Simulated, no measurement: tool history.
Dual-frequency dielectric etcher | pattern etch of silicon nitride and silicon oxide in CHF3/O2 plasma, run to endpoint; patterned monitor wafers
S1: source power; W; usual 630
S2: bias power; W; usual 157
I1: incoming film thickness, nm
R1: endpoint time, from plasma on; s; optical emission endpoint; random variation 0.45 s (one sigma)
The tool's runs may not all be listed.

run 1 hour=0 | S1=740 S2=177 | I1=247.7 | R1=132.1
run 2 hour=32.5 | S1=740 S2=177 | I1=247.4 | R1=132.9
run 3 hour=65.3 | S1=630 S2=126 | I1=247.6 | R1=169.1
run 4 hour=86.4 | S1=630 S2=126 | I1=247.7 | R1=169.2
run 5 hour=114.8 | S1=630 S2=157 | I1=248.1 | R1=154.6
run 6 hour=127.9 | S1=630 S2=157 | I1=249.4 | R1=155.6
run 7 hour=147 | S1=630 S2=157 | I1=247.4 | R1=154.9
run 8 hour=176.8 | S1=750 S2=157 | I1=248 | R1=139.9
-- hour=208.9 wet clean of the chamber
run 9 hour=209.4 | S1=630 S2=157 | I1=243.9 | R1=148.3
-- hour=222.1 bias power generator calibrated
run 10 hour=233.7 | S1=630 S2=157 | I1=248.9 | R1=151.3
-- hour=266.7 source power generator calibrated
run 11 hour=267.2 | S1=710 S2=122 | I1=246.5 | R1=156.3
run 12 hour=283.1 | S1=770 S2=173 | I1=248.4 | R1=129.9
run 13 hour=295.3 | S1=520 S2=133 | I1=246.8 | R1=184.6
-- hour=330.6 upper electrode replaced
run 14 hour=331.1 | S1=590 S2=140 | I1=245.7 | R1=164.6
run 15 hour=332.7 | S1=630 S2=157 | I1=246.4 | R1=151
run 16 hour=358.6 | S1=630 S2=157 | I1=246.2 | R1=151.3
run 17 hour=390.1 | S1=630 S2=186 | I1=249.2 | R1=142.3
run 18 hour=405.4 | S1=630 S2=157 | I1=248.5 | R1=153.3
run 19 hour=438.6 | S1=740 S2=171 | I1=248.2 | R1=134.1
run 20 hour=470.4 | S1=540 S2=136 | I1=244.4 | R1=177.8

The same runs without the tool's hidden state, with the same run-to-run variation:
The hidden state here: etch rate over this chamber's usual, %; source power that arrives over what is set, %; bias power that arrives over what is set, %.
run=1 R1=130.7
run=2 R1=131.3
run=3 R1=166.8
run=4 R1=166.7
run=5 R1=152
run=6 R1=153
run=7 R1=152.2
run=8 R1=137.2
run=9 R1=148.7
run=10 R1=151.6
run=11 R1=156.3
run=12 R1=129.8
run=13 R1=184.3
run=14 R1=164.1
run=15 R1=150.5
run=16 R1=150.6
run=17 R1=141.4
run=18 R1=152.2
run=19 R1=133
run=20 R1=175.9
